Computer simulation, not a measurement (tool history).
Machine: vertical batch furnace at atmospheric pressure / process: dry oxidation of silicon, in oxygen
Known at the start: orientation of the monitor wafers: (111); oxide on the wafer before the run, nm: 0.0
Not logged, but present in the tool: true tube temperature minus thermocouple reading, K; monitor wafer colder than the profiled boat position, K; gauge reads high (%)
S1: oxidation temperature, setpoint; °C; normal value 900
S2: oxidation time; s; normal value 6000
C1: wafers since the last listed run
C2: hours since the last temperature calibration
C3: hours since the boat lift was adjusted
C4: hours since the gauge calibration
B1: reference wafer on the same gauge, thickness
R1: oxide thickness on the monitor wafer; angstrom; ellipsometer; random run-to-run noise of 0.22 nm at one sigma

Run 1, hour 0.0: usual settings but S2 7980 s; C1 0; C2 1071.5; C3 2519.6; C4 1420.6; B1 35.35. Result: R1 434.4 angstrom.
Run 2, hour 107.7: usual settings; C1 1620; C2 1179.2; C3 2627.3; C4 1528.3; B1 35.11. Result: R1 358.4 angstrom.
Run 3, hour 188.0: usual settings but S1 906 °C; C1 1208; C2 1259.5; C3 2707.6; C4 1608.6; B1 35.18. Result: R1 381.5 angstrom.
Run 4, hour 259.6: usual settings but S1 906 °C; C1 1077; C2 1331.1; C3 2779.2; C4 1680.2; B1 35.08. Result: R1 380.0 angstrom.
Run 5, hour 317.3: usual settings; C1 868; C2 1388.8; C3 2836.9; C4 1737.9; B1 35.07. Result: R1 354.0 angstrom.
Run 6, hour 407.9: usual settings; C1 1363; C2 1479.4; C3 2927.5; C4 1828.5; B1 35.08. Result: R1 357.7 angstrom.
Run 7, hour 486.3: usual settings; C1 1179; C2 1557.8; C3 3005.9; C4 1906.9; B1 34.94. Result: R1 353.5 angstrom.
Run 8, hour 547.0: usual settings; C1 913; C2 1618.5; C3 3066.6; C4 1967.6; B1 34.87. Result: R1 351.1 angstrom.
At hour 636.1: boat lift adjusted.
Run 9, hour 637.6: usual settings; C1 1002; C2 1709.1; C3 1.5; C4 2058.2; B1 34.78. Result: R1 357.3 angstrom.
Run 10, hour 711.7: usual settings; C1 1115; C2 1783.2; C3 75.6; C4 2132.3; B1 34.70. Result: R1 351.4 angstrom.
Run 11, hour 753.2: usual settings but S1 917 °C; C1 624; C2 1824.7; C3 117.1; C4 2173.8; B1 34.64. Result: R1 419.3 angstrom.
Run 12, hour 807.7: usual settings but S1 917 °C; C1 820; C2 1879.2; C3 171.6; C4 2228.3; B1 34.71. Result: R1 414.9 angstrom.
Run 13, hour 874.5: usual settings but S1 917 °C; C1 1005; C2 1946.0; C3 238.4; C4 2295.1; B1 34.53. Result: R1 417.7 angstrom.
Run 14, hour 977.3: usual settings; C1 1547; C2 2048.8; C3 341.2; C4 2397.9; B1 34.41. Result: R1 349.3 angstrom.
Run 15, hour 1040.8: usual settings; C1 955; C2 2112.3; C3 404.7; C4 2461.4; B1 34.37. Result: R1 352.9 angstrom.
Run 16, hour 1087.1: usual settings but S1 925 °C, S2 5190 s; C1 696; C2 2158.6; C3 451.0; C4 2507.7; B1 34.34. Result: R1 399.5 angstrom.
Run 17, hour 1162.7: usual settings but S2 7860 s; C1 1137; C2 2234.2; C3 526.6; C4 2583.3; B1 34.20. Result: R1 420.7 angstrom.
Run 18, hour 1206.8: usual settings but S1 919 °C; C1 663; C2 2278.3; C3 570.7; C4 2627.4; B1 34.25. Result: R1 423.0 angstrom.
Run 19, hour 1289.4: usual settings but S1 923 °C, S2 4800 s; C1 1243; C2 2360.9; C3 653.3; C4 2710.0; B1 34.05. Result: R1 372.4 angstrom.
At hour 1337.8: thermocouples replaced and temperature profile calibrated.
Run 20, hour 1393.6: usual settings but S1 922 °C, S2 8730 s; C1 1206; C2 55.8; C3 757.5; C4 2814.2; B1 33.97. Result: R1 560.3 angstrom.
Run 21, hour 1476.3: usual settings but S2 4590 s; C1 1244; C2 138.5; C3 840.2; C4 2896.9; B1 33.97. Result: R1 286.1 angstrom.
At hour 1479.6: gauge calibrated.
Run 22, hour 1580.1: usual settings but S1 889 °C, S2 7590 s; C1 1562; C2 242.3; C3 944.0; C4 100.5; B1 35.74. Result: R1 382.8 angstrom.
Run 23, hour 1647.0: usual settings but S1 886 °C, S2 7950 s; C1 1006; C2 309.2; C3 1010.9; C4 167.4; B1 35.69. Result: R1 382.3 angstrom.
Run 24, hour 1742.0: usual settings; C1 1429; C2 404.2; C3 1105.9; C4 262.4; B1 35.82. Result: R1 363.6 angstrom.
Run 25, hour 1820.5: usual settings; C1 1181; C2 482.7; C3 1184.4; C4 340.9; B1 35.75. Result: R1 366.1 angstrom.
Run 26, hour 1857.2: usual settings but S1 914 °C, S2 3570 s; C1 552; C2 519.4; C3 1221.1; C4 377.6; B1 35.71. Result: R1 295.7 angstrom.
Run 27, hour 1958.4: usual settings but S2 4980 s; C1 1522; C2 620.6; C3 1322.3; C4 478.8; B1 35.71. Result: R1 317.4 angstrom.
Run 28, hour 2029.7: usual settings but S1 906 °C; C1 1073; C2 691.9; C3 1393.6; C4 550.1; B1 35.73. Result: R1 384.1 angstrom.
Run 29, hour 2068.5: usual settings but S1 922 °C, S2 4770 s; C1 583; C2 730.7; C3 1432.4; C4 588.9; B1 35.60. Result: R1 380.9 angstrom.
Run 30, hour 2159.0: usual settings; C1 1361; C2 821.2; C3 1522.9; C4 679.4; B1 35.56. Result: R1 365.4 angstrom.
Run 31, hour 2262.0: usual settings but S1 916 °C, S2 8160 s; C1 1550; C2 924.2; C3 1625.9; C4 782.4; B1 35.68. Result: R1 520.5 angstrom.
Run 32, hour 2306.1: usual settings but S1 914 °C, S2 8700 s; C1 663; C2 968.3; C3 1670.0; C4 826.5; B1 35.60. Result: R1 541.5 angstrom.
Run 33, hour 2384.2: usual settings but S2 7110 s; C1 1175; C2 1046.4; C3 1748.1; C4 904.6; B1 35.60. Result: R1 406.3 angstrom.
Run 34, hour 2459.4: usual settings but S1 916 °C, S2 7860 s; C1 1131; C2 1121.6; C3 1823.3; C4 979.8; B1 35.52. Result: R1 512.7 angstrom.
Run 35, hour 2540.8: usual settings but S1 916 °C; C1 1225; C2 1203.0; C3 1904.7; C4 1061.2; B1 35.48. Result: R1 421.9 angstrom.
Run 36, hour 2581.3: usual settings but S1 910 °C, S2 3690 s; C1 609; C2 1243.5; C3 1945.2; C4 1101.7; B1 35.47. Result: R1 287.1 angstrom.
Run 37, hour 2620.7: usual settings but S1 918 °C, S2 5190 s; C1 592; C2 1282.9; C3 1984.6; C4 1141.1; B1 35.50. Result: R1 386.6 angstrom.
Run 38, hour 2688.4: usual settings but S1 916 °C, S2 7980 s; C1 1018; C2 1350.6; C3 2052.3; C4 1208.8; B1 35.47. Result: R1 517.3 angstrom.
Run 39, hour 2955.4: usual settings but S2 3180 s; C1 4018; C2 1617.6; C3 2319.3; C4 1475.8; B1 35.30. Result: R1 230.8 angstrom.

Forecast each of these 4 alternatives for the next run:
Run A, hour 2960.6: usual settings but S2 4620 s; C1 78; C2 1622.8; C3 2324.5; C4 1481.0; B1 ?. Result: R1 ?.
Run B, hour 2960.6: usual settings but S1 923 °C, S2 4110 s; C1 78; C2 1622.8; C3 2324.5; C4 1481.0; B1 ?. Result: R1 ?.
Run C, hour 2960.6: usual settings but S1 909 °C; C1 78; C2 1622.8; C3 2324.5; C4 1481.0; B1 ?. Result: R1 ?.
Run D, hour 2960.6: usual settings but S1 923 °C, S2 3270 s; C1 78; C2 1622.8; C3 2324.5; C4 1481.0; B1 ?. Result: R1 ?.

run     B1     R1
  A  35.31  303.1
  B  35.31  351.6
  C  35.31  398.1
  D  35.31  300.1
Take away the tool's hidden state, keep each run's random variation, and the runs would have read:
run     R1
  A  307.5
  B  356.7
  C  403.9
  D  304.5

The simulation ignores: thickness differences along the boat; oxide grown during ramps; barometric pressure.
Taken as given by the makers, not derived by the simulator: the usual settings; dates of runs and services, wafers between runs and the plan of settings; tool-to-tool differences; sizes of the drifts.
